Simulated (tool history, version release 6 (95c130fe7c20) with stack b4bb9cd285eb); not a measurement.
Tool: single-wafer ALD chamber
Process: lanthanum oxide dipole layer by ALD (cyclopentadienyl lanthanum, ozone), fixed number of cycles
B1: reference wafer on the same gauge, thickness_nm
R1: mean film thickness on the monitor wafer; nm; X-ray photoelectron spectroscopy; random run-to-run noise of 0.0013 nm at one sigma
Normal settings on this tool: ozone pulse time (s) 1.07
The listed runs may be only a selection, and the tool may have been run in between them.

Run 1, hour 0.0: usual settings but ozone pulse time (s) 1.36; B1 0.601. Result: R1 0.536 nm.
Run 2, hour 15.4: usual settings but ozone pulse time (s) 1.36; B1 0.601. Result: R1 0.535 nm.
Run 3, hour 32.2: usual settings but ozone pulse time (s) 1.34; B1 0.601. Result: R1 0.533 nm.
Run 4, hour 41.2: usual settings but ozone pulse time (s) 1.34; B1 0.601. Result: R1 0.535 nm.
Run 5, hour 58.7: usual settings but ozone pulse time (s) 1.34; B1 0.601. Result: R1 0.535 nm.
At hour 62.4: gauge calibrated.
Run 6, hour 65.6: usual settings but ozone pulse time (s) 0.89; B1 0.601. Result: R1 0.453 nm.
Run 7, hour 73.3: usual settings but ozone pulse time (s) 1.22; B1 0.601. Result: R1 0.519 nm.
Run 8, hour 82.0: usual settings but ozone pulse time (s) 0.78; B1 0.601. Result: R1 0.417 nm.
Run 9, hour 94.6: usual settings but ozone pulse time (s) 0.78; B1 0.601. Result: R1 0.415 nm.
Run 10, hour 123.5: usual settings but ozone pulse time (s) 0.78; B1 0.601. Result: R1 0.415 nm.
Run 11, hour 133.8: usual settings but ozone pulse time (s) 0.96; B1 0.601. Result: R1 0.470 nm.
Run 12, hour 143.0: usual settings; B1 0.601. Result: R1 0.496 nm.
Run 13, hour 150.4: usual settings; B1 0.601. Result: R1 0.495 nm.
Run 14, hour 157.9: usual settings; B1 0.601. Result: R1 0.494 nm.
Run 15, hour 168.5: usual settings; B1 0.601. Result: R1 0.494 nm.
At hour 181.5: thermocouple changed; heater temperature recalibrated.
Run 16, hour 183.4: usual settings but ozone pulse time (s) 0.86; B1 0.601. Result: R1 0.443 nm.
Run 17, hour 196.0: usual settings; B1 0.601. Result: R1 0.495 nm.
Run 18, hour 235.7: usual settings but ozone pulse time (s) 1.48; B1 0.601. Result: R1 0.546 nm.
At hour 256.0: showerhead replaced.
Run 19, hour 267.3: usual settings but ozone pulse time (s) 0.88; B1 0.601. Result: R1 0.445 nm.
Run 20, hour 283.1: usual settings but ozone pulse time (s) 1.37; B1 0.601. Result: R1 0.532 nm.
Run 21, hour 299.0: usual settings; B1 0.601. Result: R1 0.493 nm.
At hour 319.7: ozone generator serviced.
Run 22, hour 320.2: usual settings; B1 0.601. Result: R1 0.506 nm.
Run 23, hour 327.7: usual settings but ozone pulse time (s) 0.71; B1 0.601. Result: R1 0.397 nm.
At hour 336.1: gauge calibrated.
Run 24, hour 340.3: usual settings but ozone pulse time (s) 0.75; B1 0.601. Result: R1 0.415 nm.
Run 25, hour 353.3: usual settings but ozone pulse time (s) 1.47; B1 0.601. Result: R1 0.549 nm.
Run 26, hour 363.8: usual settings but ozone pulse time (s) 1.44; B1 0.601. Result: R1 0.545 nm.
Run 27, hour 381.4: usual settings; B1 0.601. Result: R1 0.503 nm.
Run 28, hour 391.7: usual settings; B1 0.601. Result: R1 0.502 nm.
Run 29, hour 401.6: usual settings; B1 0.601. Result: R1 0.505 nm.
Run 30, hour 412.4: usual settings; B1 0.601. Result: R1 0.503 nm.
Run 31, hour 428.5: usual settings but ozone pulse time (s) 0.87; B1 0.601. Result: R1 0.455 nm.
Run 32, hour 434.5: usual settings but ozone pulse time (s) 0.84; B1 0.601. Result: R1 0.445 nm.
Run 33, hour 443.8: usual settings but ozone pulse time (s) 1.21; B1 0.601. Result: R1 0.523 nm.
Run 34, hour 454.2: usual settings but ozone pulse time (s) 0.76; B1 0.601. Result: R1 0.416 nm.

What if the next run were any one of these 3? Each begins from the tool's condition after run 34:
Run A, hour 454.6: usual settings but ozone pulse time (s) 1.49; B1 ?. Result: R1 ?.
Run B, hour 454.6: usual settings but ozone pulse time (s) 1.46; B1 ?. Result: R1 ?.
Run C, hour 454.6: usual settings but ozone pulse time (s) 0.95; B1 ?. Result: R1 ?.

run     B1     R1
  A  0.601  0.548
  B  0.601  0.546
  C  0.601  0.476
With no hidden state in the tool, these same runs would have given:
run     R1
  A  0.549
  B  0.547
  C  0.479

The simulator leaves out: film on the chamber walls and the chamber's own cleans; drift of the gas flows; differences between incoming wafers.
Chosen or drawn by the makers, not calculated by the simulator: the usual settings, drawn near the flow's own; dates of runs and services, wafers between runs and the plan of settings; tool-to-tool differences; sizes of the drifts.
